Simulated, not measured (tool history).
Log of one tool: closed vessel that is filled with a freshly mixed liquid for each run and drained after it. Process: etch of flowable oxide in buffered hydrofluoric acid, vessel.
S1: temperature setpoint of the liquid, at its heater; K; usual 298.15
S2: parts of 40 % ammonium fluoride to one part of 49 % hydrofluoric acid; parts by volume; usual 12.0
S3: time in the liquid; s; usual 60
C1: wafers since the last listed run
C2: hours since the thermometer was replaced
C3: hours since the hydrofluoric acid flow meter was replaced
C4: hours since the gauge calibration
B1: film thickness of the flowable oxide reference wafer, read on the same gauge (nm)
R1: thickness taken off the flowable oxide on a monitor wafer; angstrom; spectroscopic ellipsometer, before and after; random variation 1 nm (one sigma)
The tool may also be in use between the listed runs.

run 1 hour=0.0 | S1=298.15 S2=12.0 S3=60 | C1=0 C2=1714.2 C3=779.0 C4=600.0 | B1=89.98 | R1=1906.9
run 2 hour=38.1 | S1=298.15 S2=8.0 S3=60 | C1=3283 C2=1752.3 C3=817.1 C4=638.1 | B1=90.00 | R1=2759.9
run 3 hour=83.5 | S1=298.15 S2=12.0 S3=60 | C1=3912 C2=1797.7 C3=862.5 C4=683.5 | B1=90.02 | R1=1921.2
run 4 hour=140.5 | S1=298.15 S2=12.0 S3=60 | C1=4912 C2=1854.7 C3=919.5 C4=740.5 | B1=89.99 | R1=1914.4
run 5 hour=210.7 | S1=298.15 S2=12.0 S3=60 | C1=6050 C2=1924.9 C3=989.7 C4=810.7 | B1=90.00 | R1=1895.1
run 6 hour=252.0 | S1=298.15 S2=12.0 S3=60 | C1=3559 C2=1966.2 C3=1031.0 C4=852.0 | B1=89.99 | R1=1890.2
run 7 hour=296.2 | S1=298.15 S2=9.0 S3=60 | C1=3809 C2=2010.4 C3=1075.2 C4=896.2 | B1=89.98 | R1=2432.3
run 8 hour=360.5 | S1=298.15 S2=9.0 S3=60 | C1=5541 C2=2074.7 C3=1139.5 C4=960.5 | B1=89.99 | R1=2484.1
run 9 hour=406.2 | S1=298.15 S2=9.0 S3=60 | C1=3938 C2=2120.4 C3=1185.2 C4=1006.2 | B1=89.97 | R1=2484.9
run 10 hour=444.9 | S1=298.15 S2=12.0 S3=60 | C1=3335 C2=2159.1 C3=1223.9 C4=1044.9 | B1=90.00 | R1=1932.9
run 11 hour=506.5 | S1=298.15 S2=12.0 S3=60 | C1=5309 C2=2220.7 C3=1285.5 C4=1106.5 | B1=90.02 | R1=1942.2
-- hour=523.5 thermometer replaced
run 12 hour=561.8 | S1=298.15 S2=12.0 S3=60 | C1=4679 C2=38.3 C3=1340.8 C4=1161.8 | B1=90.03 | R1=1783.2
run 13 hour=624.6 | S1=298.15 S2=12.0 S3=60 | C1=5412 C2=101.1 C3=1403.6 C4=1224.6 | B1=90.00 | R1=1783.7
run 14 hour=678.1 | S1=299.65 S2=12.0 S3=60 | C1=4610 C2=154.6 C3=1457.1 C4=1278.1 | B1=90.00 | R1=1926.8
run 15 hour=721.3 | S1=298.15 S2=12.0 S3=60 | C1=3723 C2=197.8 C3=1500.3 C4=1321.3 | B1=89.99 | R1=1775.1
run 16 hour=783.6 | S1=298.15 S2=12.0 S3=60 | C1=5369 C2=260.1 C3=1562.6 C4=1383.6 | B1=90.01 | R1=1780.6
run 17 hour=816.0 | S1=298.15 S2=12.0 S3=95 | C1=2792 C2=292.5 C3=1595.0 C4=1416.0 | B1=90.01 | R1=2838.8
run 18 hour=856.7 | S1=298.15 S2=12.0 S3=60 | C1=3507 C2=333.2 C3=1635.7 C4=1456.7 | B1=90.00 | R1=1789.4
run 19 hour=903.2 | S1=298.15 S2=12.0 S3=60 | C1=4007 C2=379.7 C3=1682.2 C4=1503.2 | B1=90.00 | R1=1776.9
run 20 hour=972.5 | S1=296.65 S2=14.5 S3=35 | C1=5972 C2=449.0 C3=1751.5 C4=1572.5 | B1=90.02 | R1=802.6
-- hour=1022.0 hydrofluoric acid flow meter replaced
run 21 hour=1034.9 | S1=298.15 S2=12.0 S3=60 | C1=5291 C2=511.4 C3=12.9 C4=1634.9 | B1=89.98 | R1=1820.2
run 22 hour=1093.1 | S1=295.15 S2=7.5 S3=90 | C1=5016 C2=569.6 C3=71.1 C4=1693.1 | B1=89.99 | R1=3531.0
run 23 hour=1221.2 | S1=301.65 S2=7.5 S3=60 | C1=11040 C2=697.7 C3=199.2 C4=1821.2 | B1=89.99 | R1=3368.8
run 24 hour=1289.8 | S1=293.65 S2=12.0 S3=60 | C1=5912 C2=766.3 C3=267.8 C4=1889.8 | B1=90.00 | R1=1422.9
run 25 hour=1334.5 | S1=300.65 S2=8.5 S3=60 | C1=3852 C2=811.0 C3=312.5 C4=1934.5 | B1=89.97 | R1=2830.3
-- hour=1347.2 gauge calibrated
run 26 hour=1384.6 | S1=300.15 S2=9.0 S3=90 | C1=4317 C2=861.1 C3=362.6 C4=37.4 | B1=90.00 | R1=3894.3
run 27 hour=1446.9 | S1=301.65 S2=7.0 S3=40 | C1=5369 C2=923.4 C3=424.9 C4=99.7 | B1=90.02 | R1=2481.0
run 28 hour=1491.3 | S1=298.15 S2=12.0 S3=60 | C1=3826 C2=967.8 C3=469.3 C4=144.1 | B1=90.01 | R1=1828.6
run 29 hour=1551.7 | S1=298.15 S2=12.0 S3=60 | C1=5205 C2=1028.2 C3=529.7 C4=204.5 | B1=89.98 | R1=1837.8
run 30 hour=1611.2 | S1=298.15 S2=12.0 S3=60 | C1=5128 C2=1087.7 C3=589.2 C4=264.0 | B1=90.02 | R1=1836.6
run 31 hour=1645.6 | S1=301.15 S2=10.5 S3=60 | C1=2964 C2=1122.1 C3=623.6 C4=298.4 | B1=90.01 | R1=2474.3
run 32 hour=1702.4 | S1=299.65 S2=15.5 S3=60 | C1=4895 C2=1178.9 C3=680.4 C4=355.2 | B1=90.01 | R1=1561.2
run 33 hour=1740.5 | S1=293.65 S2=12.0 S3=60 | C1=3283 C2=1217.0 C3=718.5 C4=393.3 | B1=90.00 | R1=1443.8
run 34 hour=1785.8 | S1=296.65 S2=10.5 S3=95 | C1=3904 C2=1262.3 C3=763.8 C4=438.6 | B1=90.01 | R1=3079.0

3 ways to go on from here, each from the tool as it stands after run 34. What would each give?
run A hour=1786.5 | S1=298.15 S2=12.0 S3=60 | C1=60 C2=1263.0 C3=764.5 C4=439.3 | B1=? | R1=?
run B hour=1786.5 | S1=299.65 S2=14.0 S3=30 | C1=60 C2=1263.0 C3=764.5 C4=439.3 | B1=? | R1=?
run C hour=1786.5 | S1=298.15 S2=16.0 S3=60 | C1=60 C2=1263.0 C3=764.5 C4=439.3 | B1=? | R1=?

run=A B1=90.02 R1=1838.6
run=B B1=90.02 R1=856.8
run=C B1=90.02 R1=1386.9
Without the tool's hidden state the same runs would have given:
run=A R1=1738.2
run=B R1=810.4
run=C R1=1311.0
